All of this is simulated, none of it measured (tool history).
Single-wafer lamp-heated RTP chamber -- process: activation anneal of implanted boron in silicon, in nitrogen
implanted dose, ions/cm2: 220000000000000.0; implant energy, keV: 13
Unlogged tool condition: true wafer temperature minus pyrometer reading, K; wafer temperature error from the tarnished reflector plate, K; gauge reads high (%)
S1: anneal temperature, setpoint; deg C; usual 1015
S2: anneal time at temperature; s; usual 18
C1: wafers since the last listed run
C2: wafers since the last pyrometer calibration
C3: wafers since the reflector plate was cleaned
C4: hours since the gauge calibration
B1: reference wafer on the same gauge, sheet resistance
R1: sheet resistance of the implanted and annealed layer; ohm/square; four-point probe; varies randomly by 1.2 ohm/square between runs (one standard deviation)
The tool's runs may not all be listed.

run 1 hour=0 | S1=993 S2=25 | C1=0 C2=5264 C3=4976 C4=240.8 | B1=354.08 | R1=416.05
run 2 hour=89.1 | S1=993 S2=25 | C1=2054 C2=7319 C3=7031 C4=329.9 | B1=353.85 | R1=415.92
-- hour=110.6 pyrometer window cleaned and pyrometer calibrated
run 3 hour=177.9 | S1=1015 S2=18 | C1=1863 C2=1552 C3=8894 C4=418.7 | B1=354.2 | R1=414.38
-- hour=211.1 reflector plate cleaned
run 4 hour=260.5 | S1=1015 S2=18 | C1=1720 C2=3272 C3=1139 C4=501.3 | B1=353.95 | R1=412.89
run 5 hour=311.8 | S1=1015 S2=18 | C1=1182 C2=4455 C3=2322 C4=552.6 | B1=354.07 | R1=414.51
-- hour=399.8 pyrometer window cleaned and pyrometer calibrated
run 6 hour=400.3 | S1=1015 S2=18 | C1=1856 C2=12 C3=4179 C4=641.1 | B1=354.28 | R1=412.41
run 7 hour=483.9 | S1=1015 S2=18 | C1=1927 C2=1939 C3=6107 C4=724.7 | B1=353.91 | R1=413.93
run 8 hour=577.6 | S1=1029 S2=13 | C1=2160 C2=4100 C3=8267 C4=818.4 | B1=354.15 | R1=412.9
-- hour=617.6 reflector plate cleaned
run 9 hour=618.4 | S1=1015 S2=18 | C1=756 C2=4857 C3=18 C4=859.2 | B1=353.98 | R1=413.03
run 10 hour=685.8 | S1=988 S2=8 | C1=1554 C2=6411 C3=1573 C4=926.6 | B1=354.08 | R1=426.85
-- hour=710.7 pyrometer window cleaned and pyrometer calibrated
-- hour=710.9 gauge calibrated
run 11 hour=738 | S1=998 S2=8 | C1=1019 C2=629 C3=2592 C4=27.1 | B1=354 | R1=420.83
run 12 hour=784 | S1=1015 S2=18 | C1=1060 C2=1690 C3=3653 C4=73.1 | B1=354 | R1=413.15
run 13 hour=844.8 | S1=1044 S2=15 | C1=1402 C2=3092 C3=5055 C4=133.9 | B1=353.97 | R1=412.72

Run 14, settings as shown, results not yet in. Your forecast:
run 14 hour=921.5 | S1=1015 S2=9 | C1=1768 C2=4860 C3=6823 C4=210.6 | B1=? | R1=?

For run 14 the tool returned B1 353.86, R1 414.94 ohm/square.
The same run, on a tool lacking any hidden state, would have yielded R1 414.94 ohm/square.
